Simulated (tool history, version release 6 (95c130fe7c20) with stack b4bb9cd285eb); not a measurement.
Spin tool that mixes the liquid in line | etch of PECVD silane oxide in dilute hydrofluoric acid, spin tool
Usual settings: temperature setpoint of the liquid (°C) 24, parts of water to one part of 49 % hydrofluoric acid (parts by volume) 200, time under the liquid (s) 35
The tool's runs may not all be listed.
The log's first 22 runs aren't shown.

run   hour  temperature setpoint of the liquid (°C)  parts of water to one part of 49 % hydrofluoric acid (parts by volume)  time under the liquid (s)  wafers since the last listed run  hours since the thermometer was replaced  hours since the hydrofluoric acid flow meter was replaced  hours since the gauge calibration  read-back film thickness of the PECVD silane oxide reference wafer, read on the same gauge (nm)  thickness taken off the PECVD silane oxide on a monitor wafer (Å)
 23  286.8                                       24                                                                     270                         25                               201                                     134.3                                                      144.7                               75.3                                                                                               30                                                               27.2
 24  295.5                                       24                                                                     200                         35                               131                                       143                                                      153.4                                 84                                                                                            30.04                                                               55.1
 25  311.3                                       22                                                                     200                         35                               238                                     158.8                                                      169.2                               99.8                                                                                            29.98                                                               51.3
 26    345                                       22                                                                     140                         25                               507                                     192.5                                                      202.9                              133.5                                                                                            30.03                                                               55.8
 27  353.1                                     26.5                                                                     200                         50                               122                                     200.6                                                        211                              141.6                                                                                            30.04                                                               86.3
 28  360.4                                     28.5                                                                     110                         15                               110                                     207.9                                                      218.3                              148.9                                                                                            30.01                                                               57.1
 29  376.5                                       28                                                                     235                         45                               242                                       224                                                      234.4                                165                                                                                            29.99                                                               66.9
 30  383.7                                     20.5                                                                     135                         40                               108                                     231.2                                                      241.6                              172.2                                                                                            29.98                                                               87.4
 31  396.5                                     21.5                                                                     200                         35                               192                                       244                                                      254.4                                185                                                                                            30.01                                                               50.5
 32  413.3                                     21.5                                                                     260                         35                               253                                     260.8                                                      271.2                              201.8                                                                                            29.99                                                               36.5

5 ways to go on from here, each from the tool as it stands after run 32. What would each give?
  A  413.7                                       24                                                                     200                         35                                 6                                     261.2                                                      271.6                              202.2                                                                                                ?                                                                  ?
  B  413.7                                     26.5                                                                     160                         45                                 6                                     261.2                                                      271.6                              202.2                                                                                                ?                                                                  ?
  C  413.7                                     19.5                                                                     165                         35                                 6                                     261.2                                                      271.6                              202.2                                                                                                ?                                                                  ?
  D  413.7                                       24                                                                     260                         55                                 6                                     261.2                                                      271.6                              202.2                                                                                                ?                                                                  ?
  E  413.7                                     19.5                                                                     135                         35                                 6                                     261.2                                                      271.6                              202.2                                                                                                ?                                                                  ?

run  read-back film thickness of the PECVD silane oxide reference wafer, read on the same gauge (nm)  thickness taken off the PECVD silane oxide on a monitor wafer (Å)
  A                                                                                            30.01                                                               55.1
  B                                                                                            30.01                                                              101.7
  C                                                                                            30.01                                                               58.3
  D                                                                                            30.01                                                               62.6
  E                                                                                            30.01                                                               73.5
Without the tool's hidden state the same runs would have given:
run  thickness taken off the PECVD silane oxide on a monitor wafer (Å)
  A                                                               55.1
  B                                                              101.7
  C                                                               58.3
  D                                                               62.6
  E                                                               73.5
